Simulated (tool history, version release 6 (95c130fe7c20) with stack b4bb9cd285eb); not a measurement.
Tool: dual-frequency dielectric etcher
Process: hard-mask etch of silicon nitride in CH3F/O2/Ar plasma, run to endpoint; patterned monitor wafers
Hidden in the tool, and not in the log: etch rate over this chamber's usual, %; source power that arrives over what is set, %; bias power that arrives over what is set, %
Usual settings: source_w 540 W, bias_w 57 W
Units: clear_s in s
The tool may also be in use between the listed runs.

| run | hour | source_w | bias_w | wafers since the last listed run | hours since the last wet clean | hours since the last source power generator calibration | hours since the last bias power generator calibration | hours since the last upper electrode change | incoming incoming film thickness, nm | clear_s |
|---|---|---|---|---|---|---|---|---|---|---|
| 1 | 0.0 | 540 | 66 | 0 | 264.2 | 3284.5 | 1666.2 | 3516.4 | 33.79 | 46.5 |
| 2 | 26.8 | 540 | 66 | 364 | 291.0 | 3311.3 | 1693.0 | 3543.2 | 33.48 | 45.8 |
| 3 | 53.8 | 540 | 57 | 367 | 318.0 | 3338.3 | 1720.0 | 3570.2 | 33.53 | 47.0 |
| 4 | 95.6 | 540 | 57 | 568 | 359.8 | 3380.1 | 1761.8 | 3612.0 | 33.68 | 47.5 |
|  | 125.8 | wet clean of the chamber |
| 5 | 150.0 | 540 | 57 | 413 | 24.2 | 3434.5 | 1816.2 | 3666.4 | 34.00 | 48.3 |
| 6 | 180.1 | 540 | 57 | 409 | 54.3 | 3464.6 | 1846.3 | 3696.5 | 33.34 | 46.6 |
| 7 | 248.7 | 540 | 57 | 933 | 122.9 | 3533.2 | 1914.9 | 3765.1 | 33.52 | 47.4 |
| 8 | 305.3 | 540 | 57 | 769 | 179.5 | 3589.8 | 1971.5 | 3821.7 | 33.78 | 48.1 |
| 9 | 369.4 | 540 | 57 | 871 | 243.6 | 3653.9 | 2035.6 | 3885.8 | 33.24 | 47.0 |
|  | 490.1 | wet clean of the chamber |
| 10 | 545.8 | 600 | 57 | 2072 | 55.7 | 3830.3 | 2212.0 | 4062.2 | 33.75 | 44.8 |
| 11 | 581.9 | 600 | 57 | 491 | 91.8 | 3866.4 | 2248.1 | 4098.3 | 33.46 | 44.2 |
| 12 | 637.6 | 590 | 50 | 757 | 147.5 | 3922.1 | 2303.8 | 4154.0 | 33.83 | 47.0 |
| 13 | 692.2 | 590 | 50 | 742 | 202.1 | 3976.7 | 2358.4 | 4208.6 | 33.54 | 47.0 |
|  | 723.0 | source power generator calibrated |
| 14 | 724.3 | 630 | 57 | 382 | 234.2 | 1.3 | 2390.5 | 4240.7 | 33.68 | 43.7 |
| 15 | 758.4 | 590 | 69 | 463 | 268.3 | 35.4 | 2424.6 | 4274.8 | 33.58 | 43.1 |
|  | 794.7 | upper electrode replaced |
|  | 803.1 | bias power generator calibrated |
| 16 | 826.5 | 640 | 49 | 545 | 336.4 | 103.5 | 23.4 | 31.8 | 33.18 | 44.5 |
| 17 | 882.3 | 500 | 45 | 758 | 392.2 | 159.3 | 79.2 | 87.6 | 33.35 | 52.6 |
|  | 934.4 | wet clean of the chamber |
| 18 | 934.9 | 440 | 69 | 389 | 0.5 | 211.9 | 131.8 | 140.2 | 33.76 | 52.3 |

The next listed run, before its measurement:
| 19 | 978.1 | 540 | 49 | 587 | 43.7 | 255.1 | 175.0 | 183.4 | 33.77 | ? |

Run 19 gave clear_s 49.6 s.
Without the tool's hidden state the same run would have given clear_s 49.6 s.
